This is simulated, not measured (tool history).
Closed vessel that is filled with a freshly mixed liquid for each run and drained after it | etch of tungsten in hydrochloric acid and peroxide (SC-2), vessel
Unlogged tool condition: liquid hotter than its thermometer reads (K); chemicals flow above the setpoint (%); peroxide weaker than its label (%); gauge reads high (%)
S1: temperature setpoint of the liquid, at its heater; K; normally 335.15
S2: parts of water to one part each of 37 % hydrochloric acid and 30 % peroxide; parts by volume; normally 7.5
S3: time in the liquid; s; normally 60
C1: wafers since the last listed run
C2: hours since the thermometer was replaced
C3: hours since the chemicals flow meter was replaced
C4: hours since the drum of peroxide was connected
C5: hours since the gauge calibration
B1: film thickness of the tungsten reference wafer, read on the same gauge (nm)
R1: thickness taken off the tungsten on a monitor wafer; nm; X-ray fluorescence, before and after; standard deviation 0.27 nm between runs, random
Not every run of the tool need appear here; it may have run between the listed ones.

run     day      S1   S2  S3     C1     C2      C3      C4      C5     B1     R1
  1   0.000  335.15  7.5  70      0  310.9  1690.3   690.4   454.7  30.03  46.43
  2   3.396  335.15  7.5  70   8266  392.4  1771.8   771.9   536.2  30.02  46.60
  3   5.483  335.15  7.5  60   5081  442.5  1821.9   822.0   586.3  30.00  39.47
      6.533  -- thermometer replaced
  4   8.067  335.15  9.0  60   6187   36.8  1883.9   884.0   648.3  30.03  34.43
  5  10.333  335.15  9.0  60   5517   91.2  1938.3   938.4   702.7  30.00  34.24
  6  13.492  335.15  9.0  60   7688  167.0  2014.1  1014.2   778.5  29.99  34.20
  7  15.371  335.15  7.5  60   4574  212.1  2059.2  1059.3   823.6  30.01  39.28
  8  17.196  335.15  7.5  60   4442  255.9  2103.0  1103.1   867.4  29.99  39.99
  9  20.979  335.15  7.5  60   9209  346.7  2193.8  1193.9   958.2  29.99  40.05
 10  23.642  335.15  7.5  60   6481  410.6  2257.7  1257.8  1022.1  29.99  39.48
     24.867  -- thermometer replaced
 11  26.000  338.65  7.5  60   5639   27.2  2314.3  1314.4  1078.7  30.02  49.75
 12  29.317  335.15  7.5  60   8073  106.8  2393.9  1394.0  1158.3  30.00  40.10
     29.908  -- new drum of peroxide connected
 13  32.608  335.15  7.5  60   7911  185.8  2472.9    64.8  1237.3  29.98  39.65
 14  36.475  335.15  7.5  60   9412  278.6  2565.7   157.6  1330.1  30.00  40.80
 15  40.625  335.15  4.5  85  10102  378.2  2665.3   257.2  1429.7  30.00  83.06
 16  43.946  339.65  4.0  30   8083  457.9  2745.0   336.9  1509.4  30.00  41.28
     45.825  -- chemicals flow meter replaced
 17  46.654  335.15  7.5  60   6491  522.9    19.9   401.9  1574.4  30.02  38.12
     48.088  -- thermometer replaced
 18  50.392  338.65  7.5  75   8996   55.3   109.6   491.6  1664.1  30.01  59.61
 19  51.954  335.15  7.5  60   3803   92.8   147.1   529.1  1701.6  30.00  38.49
 20  55.679  326.15  4.0  80   9067  182.2   236.5   618.5  1791.0  29.97  45.45
     55.875  -- gauge calibrated
 21  57.617  328.15  6.0  60   4716  228.7   283.0   665.0    41.8  30.00  29.33
 22  63.150  335.15  7.5  35  13469  361.5   415.8   797.8   174.6  30.02  22.67
 23  65.567  328.65  7.5  80   5882  419.5   473.8   855.8   232.6  30.01  34.04
 24  67.617  342.65  5.0  60   4990  468.7   523.0   905.0   281.8  29.99  82.74
     68.804  -- thermometer replaced
 25  71.279  335.15  5.5  70   8814   59.4   610.9   992.9   369.7  29.99  57.52
 26  75.321  340.65  7.5  75   9838  156.4   707.9  1089.9   466.7  30.01  68.55
 27  78.225  338.65  6.0  30   7069  226.1   777.6  1159.6   536.4  30.00  28.51

Forecast each of these 5 alternatives for the next run:
  A  78.254  335.15   7.5  60  70  226.8  778.3  1160.3  537.1   ?   ?
  B  78.254  335.15   7.5  45  70  226.8  778.3  1160.3  537.1   ?   ?
  C  78.254  330.15   4.5  30  70  226.8  778.3  1160.3  537.1   ?   ?
  D  78.254  337.65  10.5  60  70  226.8  778.3  1160.3  537.1   ?   ?
  E  78.254  328.65   9.5  80  70  226.8  778.3  1160.3  537.1   ?   ?

run     B1     R1
  A  29.99  38.96
  B  29.99  29.22
  C  29.99  20.70
  D  29.99  34.61
  E  29.99  28.50
The same runs, with their run-to-run variation unchanged, on a tool lacking any hidden condition would have given:
run     R1
  A  37.72
  B  28.29
  C  20.13
  D  33.44
  E  27.55
